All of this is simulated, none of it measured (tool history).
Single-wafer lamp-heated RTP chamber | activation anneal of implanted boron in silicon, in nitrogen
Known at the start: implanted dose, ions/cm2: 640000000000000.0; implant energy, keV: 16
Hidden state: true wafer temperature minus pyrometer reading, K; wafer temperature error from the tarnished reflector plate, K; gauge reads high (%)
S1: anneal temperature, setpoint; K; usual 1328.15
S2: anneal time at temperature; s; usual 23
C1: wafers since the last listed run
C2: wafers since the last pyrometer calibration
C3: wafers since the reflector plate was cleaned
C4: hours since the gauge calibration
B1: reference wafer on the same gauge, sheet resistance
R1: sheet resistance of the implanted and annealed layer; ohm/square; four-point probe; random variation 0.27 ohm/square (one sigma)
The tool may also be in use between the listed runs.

{"run": 1, "hour": 0.0, "S1": 1328.15, "S2": 23, "C1": 0, "C2": 2716, "C3": 4612, "C4": 273.8, "B1": 163.7, "R1": 178.57}
{"hour": 12.6, "done": "reflector plate cleaned"}
{"run": 2, "hour": 32.9, "S1": 1328.15, "S2": 23, "C1": 457, "C2": 3174, "C3": 373, "C4": 306.7, "B1": 163.6, "R1": 178.94}
{"hour": 92.6, "done": "pyrometer window cleaned and pyrometer calibrated"}
{"run": 3, "hour": 123.6, "S1": 1328.15, "S2": 23, "C1": 1518, "C2": 570, "C3": 1892, "C4": 397.4, "B1": 163.32, "R1": 178.09}
{"run": 4, "hour": 156.0, "S1": 1328.15, "S2": 23, "C1": 595, "C2": 1165, "C3": 2487, "C4": 429.8, "B1": 163.19, "R1": 178.64}
{"run": 5, "hour": 189.7, "S1": 1328.15, "S2": 23, "C1": 618, "C2": 1784, "C3": 3106, "C4": 463.5, "B1": 163.04, "R1": 178.48}
{"run": 6, "hour": 206.0, "S1": 1328.15, "S2": 23, "C1": 299, "C2": 2083, "C3": 3406, "C4": 479.8, "B1": 163.07, "R1": 177.87}
{"run": 7, "hour": 229.0, "S1": 1328.15, "S2": 23, "C1": 422, "C2": 2506, "C3": 3828, "C4": 502.8, "B1": 162.94, "R1": 178.62}
{"run": 8, "hour": 250.5, "S1": 1328.15, "S2": 13, "C1": 394, "C2": 2901, "C3": 4223, "C4": 524.3, "B1": 162.82, "R1": 178.61}
{"hour": 273.5, "done": "reflector plate cleaned"}
{"run": 9, "hour": 275.7, "S1": 1328.15, "S2": 13, "C1": 315, "C2": 3217, "C3": 41, "C4": 549.5, "B1": 162.72, "R1": 178.79}
{"run": 10, "hour": 301.5, "S1": 1351.15, "S2": 23, "C1": 473, "C2": 3690, "C3": 515, "C4": 575.3, "B1": 162.61, "R1": 176.49}
{"run": 11, "hour": 325.0, "S1": 1328.15, "S2": 23, "C1": 431, "C2": 4122, "C3": 946, "C4": 598.8, "B1": 162.49, "R1": 177.52}
{"hour": 342.2, "done": "pyrometer window cleaned and pyrometer calibrated"}
{"run": 12, "hour": 347.0, "S1": 1328.15, "S2": 23, "C1": 257, "C2": 88, "C3": 1203, "C4": 620.8, "B1": 162.34, "R1": 177.49}
{"hour": 351.7, "done": "gauge calibrated"}
{"run": 13, "hour": 376.9, "S1": 1328.15, "S2": 23, "C1": 549, "C2": 637, "C3": 1753, "C4": 25.2, "B1": 164.06, "R1": 179.02}
{"run": 14, "hour": 400.0, "S1": 1328.15, "S2": 23, "C1": 424, "C2": 1061, "C3": 2177, "C4": 48.3, "B1": 164.03, "R1": 179.39}
{"run": 15, "hour": 455.8, "S1": 1310.15, "S2": 18, "C1": 1024, "C2": 2086, "C3": 3202, "C4": 104.1, "B1": 164.03, "R1": 180.98}
{"run": 16, "hour": 488.5, "S1": 1328.15, "S2": 10, "C1": 600, "C2": 2687, "C3": 3802, "C4": 136.8, "B1": 163.94, "R1": 181.15}
{"run": 17, "hour": 501.6, "S1": 1328.15, "S2": 23, "C1": 240, "C2": 2927, "C3": 4043, "C4": 149.9, "B1": 163.91, "R1": 179.1}
{"run": 18, "hour": 518.4, "S1": 1302.15, "S2": 14, "C1": 308, "C2": 3236, "C3": 4352, "C4": 166.7, "B1": 163.88, "R1": 181.65}
{"run": 19, "hour": 532.2, "S1": 1353.15, "S2": 23, "C1": 253, "C2": 3489, "C3": 4605, "C4": 180.5, "B1": 163.88, "R1": 178.42}
{"hour": 543.8, "done": "reflector plate cleaned"}
{"hour": 565.7, "done": "pyrometer window cleaned and pyrometer calibrated"}
{"run": 20, "hour": 566.2, "S1": 1353.15, "S2": 23, "C1": 330, "C2": 9, "C3": 264, "C4": 214.5, "B1": 163.83, "R1": 177.6}
{"run": 21, "hour": 582.9, "S1": 1328.15, "S2": 30, "C1": 306, "C2": 316, "C3": 571, "C4": 231.2, "B1": 163.8, "R1": 177.76}
{"run": 22, "hour": 610.4, "S1": 1328.15, "S2": 34, "C1": 505, "C2": 821, "C3": 1076, "C4": 258.7, "B1": 163.73, "R1": 178.08}
{"run": 23, "hour": 669.0, "S1": 1310.15, "S2": 35, "C1": 1076, "C2": 1897, "C3": 2152, "C4": 317.3, "B1": 163.55, "R1": 179}
{"run": 24, "hour": 688.6, "S1": 1311.15, "S2": 14, "C1": 360, "C2": 2257, "C3": 2512, "C4": 336.9, "B1": 163.52, "R1": 180.62}
{"run": 25, "hour": 705.1, "S1": 1328.15, "S2": 23, "C1": 303, "C2": 2560, "C3": 2815, "C4": 353.4, "B1": 163.45, "R1": 178.08}
{"run": 26, "hour": 726.0, "S1": 1349.15, "S2": 34, "C1": 383, "C2": 2944, "C3": 3199, "C4": 374.3, "B1": 163.38, "R1": 175.92}
{"run": 27, "hour": 753.8, "S1": 1343.15, "S2": 35, "C1": 510, "C2": 3455, "C3": 3710, "C4": 402.1, "B1": 163.32, "R1": 176.13}
{"hour": 773.9, "done": "pyrometer window cleaned and pyrometer calibrated"}
{"run": 28, "hour": 784.5, "S1": 1328.15, "S2": 14, "C1": 416, "C2": 195, "C3": 4127, "C4": 432.8, "B1": 163.24, "R1": 179.7}

Forecast each of these 4 alternatives for the next run:
{"run": "A", "hour": 784.9, "S1": 1310.15, "S2": 23, "C1": 7, "C2": 202, "C3": 4134, "C4": 433.2, "B1": "?", "R1": "?"}
{"run": "B", "hour": 784.9, "S1": 1355.15, "S2": 29, "C1": 7, "C2": 202, "C3": 4134, "C4": 433.2, "B1": "?", "R1": "?"}
{"run": "C", "hour": 784.9, "S1": 1307.15, "S2": 35, "C1": 7, "C2": 202, "C3": 4134, "C4": 433.2, "B1": "?", "R1": "?"}
{"run": "D", "hour": 784.9, "S1": 1345.15, "S2": 17, "C1": 7, "C2": 202, "C3": 4134, "C4": 433.2, "B1": "?", "R1": "?"}

run=A B1=163.21 R1=179.7
run=B B1=163.21 R1=176.32
run=C B1=163.21 R1=178.93
run=D B1=163.21 R1=178.5
Without the tool's hidden state the same runs would have given:
run=A R1=180.56
run=B R1=177.17
run=C R1=179.79
run=D R1=179.36
